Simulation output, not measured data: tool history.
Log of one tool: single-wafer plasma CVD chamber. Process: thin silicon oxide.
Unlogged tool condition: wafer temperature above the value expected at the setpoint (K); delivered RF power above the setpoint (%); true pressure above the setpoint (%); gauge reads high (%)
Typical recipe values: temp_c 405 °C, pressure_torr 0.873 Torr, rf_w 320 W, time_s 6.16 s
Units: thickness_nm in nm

run	day	temp_c	pressure_torr	rf_w	time_s	wafers since the last listed run	hours since the last thermocouple change	hours since the last RF generator calibration	hours since the last manometer calibration	hours since the showerhead was replaced	hours since the gauge calibration	read-back reference wafer on the same gauge, thickness_nm	thickness_nm
1	0.000	417	0.873	320	5.82	0	710.2	1419.8	1939.8	6936.5	65.8	14.122	10.847
2	2.942	417	0.873	320	5.82	1270	780.8	1490.4	2010.4	7007.1	136.4	14.137	10.758
3	5.567	405	0.873	320	5.20	1133	843.8	1553.4	2073.4	7070.1	199.4	14.093	9.810
4	8.442	398	0.873	320	6.16	1241	912.8	1622.4	2142.4	7139.1	268.4	14.091	11.416
5	9.479	398	0.873	320	6.16	447	937.7	1647.3	2167.3	7164.0	293.3	14.084	11.541
6	12.146	405	0.873	320	6.16	1151	1001.7	1711.3	2231.3	7228.0	357.3	14.110	11.473
# day 13.271: RF generator calibrated
# day 13.679: showerhead replaced, of another model than before
7	14.675	405	0.873	320	6.16	804	1062.4	33.7	2292.0	23.9	418.0	14.088	11.908
8	15.904	405	0.873	320	6.16	530	1091.9	63.2	2321.5	53.4	447.5	14.128	11.905
# day 17.067: capacitance manometer re-zeroed and calibrated
# day 17.958: thermocouple changed; heater temperature recalibrated
9	18.833	405	0.873	320	6.16	976	21.0	133.5	42.4	123.7	517.8	14.127	12.582
# day 19.033: gauge calibrated
10	20.462	405	0.873	255	5.06	703	60.1	172.6	81.5	162.8	34.3	14.093	8.711
11	21.608	405	0.873	320	7.07	494	87.6	200.1	109.0	190.3	61.8	14.114	14.247
12	22.788	405	0.873	365	6.92	509	115.9	228.4	137.3	218.6	90.1	14.063	14.891
13	25.333	415	1.087	320	6.16	1099	177.0	289.5	198.4	279.7	151.2	14.093	13.986
14	26.767	396	0.988	270	5.85	618	211.4	323.9	232.8	314.1	185.6	14.082	11.327
15	27.896	405	0.873	320	5.62	487	238.5	351.0	259.9	341.2	212.7	14.099	11.209

Run 16 comes next. What will it give?
16	29.171	405	0.873	365	6.92	550	269.1	381.6	290.5	371.8	243.3	?	?

For run 16 the tool returned read-back reference wafer on the same gauge, thickness_nm 14.086, thickness_nm 14.751 nm.
On a tool with no hidden condition, and with the same random variation, this run would have come out at thickness_nm 15.103 nm.

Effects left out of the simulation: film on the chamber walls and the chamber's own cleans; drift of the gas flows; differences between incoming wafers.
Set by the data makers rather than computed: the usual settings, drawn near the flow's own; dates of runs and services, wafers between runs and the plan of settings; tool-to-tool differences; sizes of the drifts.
